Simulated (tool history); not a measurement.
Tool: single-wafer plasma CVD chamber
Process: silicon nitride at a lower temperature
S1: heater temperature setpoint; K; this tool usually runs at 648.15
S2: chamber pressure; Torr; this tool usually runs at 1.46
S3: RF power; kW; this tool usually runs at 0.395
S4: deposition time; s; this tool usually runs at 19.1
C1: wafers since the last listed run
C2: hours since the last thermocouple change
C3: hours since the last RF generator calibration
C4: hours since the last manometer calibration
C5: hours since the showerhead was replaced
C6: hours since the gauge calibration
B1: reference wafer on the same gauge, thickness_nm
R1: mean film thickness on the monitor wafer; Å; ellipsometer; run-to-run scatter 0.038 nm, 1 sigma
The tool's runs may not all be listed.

run	hour	S1	S2	S3	S4	C1	C2	C3	C4	C5	C6	B1	R1
1	0	648.15	1.46	0.395	19.1	0	727.1	1502.3	2677.6	6069.9	123	23.71	249.24
2	34	648.15	1.46	0.395	19.1	592	761.1	1536.3	2711.6	6103.9	157	23.702	248.95
3	63	644.15	1.46	0.395	19.1	505	790.1	1565.3	2740.6	6132.9	186	23.701	248.7
4	85.1	644.15	1.46	0.395	19.1	384	812.2	1587.4	2762.7	6155	208.1	23.699	249.31
5	116.1	648.15	1.46	0.395	19.1	539	843.2	1618.4	2793.7	6186	239.1	23.701	248.07
6	128.6	648.15	1.46	0.395	19.1	217	855.7	1630.9	2806.2	6198.5	251.6	23.697	247.5
7	153.3	648.15	1.46	0.395	19.1	430	880.4	1655.6	2830.9	6223.2	276.3	23.709	248.08
8	179.3	648.15	1.19	0.395	19.1	452	906.4	1681.6	2856.9	6249.2	302.3	23.693	237.74
9	207.1	648.15	1.19	0.395	19.1	484	934.2	1709.4	2884.7	6277	330.1	23.696	236.8
10	238.2	648.15	1.46	0.395	19.1	541	965.3	1740.5	2915.8	6308.1	361.2	23.707	247.95
11	261.4	648.15	1.46	0.395	19.1	404	988.5	1763.7	2939	6331.3	384.4	23.702	247.22
# hour 270.7: capacitance manometer re-zeroed and calibrated
12	273.5	648.15	1.46	0.395	19.1	71	1000.6	1775.8	2.8	6343.4	396.5	23.696	246.31
13	299.3	648.15	1.46	0.395	19.1	449	1026.4	1801.6	28.6	6369.2	422.3	23.701	246.69
14	316.4	648.15	1.46	0.395	19.1	297	1043.5	1818.7	45.7	6386.3	439.4	23.697	245.94
15	342	648.15	1.46	0.38	19.1	445	1069.1	1844.3	71.3	6411.9	465	23.694	240.28
16	376.7	648.15	1.46	0.395	19.1	604	1103.8	1879	106	6446.6	499.7	23.704	245.52
# hour 388.4: gauge calibrated
17	411.9	637.15	1.46	0.395	17.8	612	1139	1914.2	141.2	6481.8	23.5	23.702	229.61
# hour 451: thermocouple changed; heater temperature recalibrated
18	451.5	655.15	1.58	0.395	16.6	550	0.5	1953.8	180.8	6521.4	63.1	23.7	216.03
# hour 467.6: RF generator calibrated
# hour 479.9: showerhead replaced
19	480.4	648.15	1.46	0.325	19.1	224	29.4	12.8	209.7	0.5	92	23.707	226.84
20	506	648.15	1.62	0.46	17.1	445	55	38.4	235.3	26.1	117.6	23.698	256.56
21	525.5	648.15	1.16	0.395	15.6	339	74.5	57.9	254.8	45.6	137.1	23.704	199.47
22	546.3	648.15	1.46	0.395	19.1	362	95.3	78.7	275.6	66.4	157.9	23.697	255.64
23	566.9	648.15	1.16	0.395	15.6	358	115.9	99.3	296.2	87	178.5	23.697	199.26
24	596.7	648.15	1.3	0.455	20.3	518	145.7	129.1	326	116.8	208.3	23.699	287.74
25	619.6	661.15	1.1	0.395	16.8	398	168.6	152	348.9	139.7	231.2	23.697	210.6
26	636.3	648.15	1.63	0.37	22.2	290	185.3	168.7	365.6	156.4	247.9	23.698	292.9
27	664.2	643.15	1.58	0.45	22.6	485	213.2	196.6	393.5	184.3	275.8	23.701	332.34
28	689.6	648.15	1.46	0.395	19.1	442	238.6	222	418.9	209.7	301.2	23.7	255.69
29	706.8	662.15	1.8	0.395	17.5	299	255.8	239.2	436.1	226.9	318.4	23.697	242.89
30	741	648.15	1.19	0.395	19.1	595	290	273.4	470.3	261.1	352.6	23.706	244.72

What if the next run were any one of these 3? Each begins from the tool's condition after run 30:
A	741.4	648.15	1.46	0.395	19.1	6	290.4	273.8	470.7	261.5	353	?	?
B	741.4	653.15	1.21	0.395	20.7	6	290.4	273.8	470.7	261.5	353	?	?
C	741.4	648.15	1.32	0.395	19.1	6	290.4	273.8	470.7	261.5	353	?	?

run	B1	R1
A	23.697	255.04
B	23.697	265.01
C	23.697	249.67
Stripped of hidden state, with their random variation kept, the same runs would have yielded:
run	R1
A	255.77
B	265.76
C	250.38

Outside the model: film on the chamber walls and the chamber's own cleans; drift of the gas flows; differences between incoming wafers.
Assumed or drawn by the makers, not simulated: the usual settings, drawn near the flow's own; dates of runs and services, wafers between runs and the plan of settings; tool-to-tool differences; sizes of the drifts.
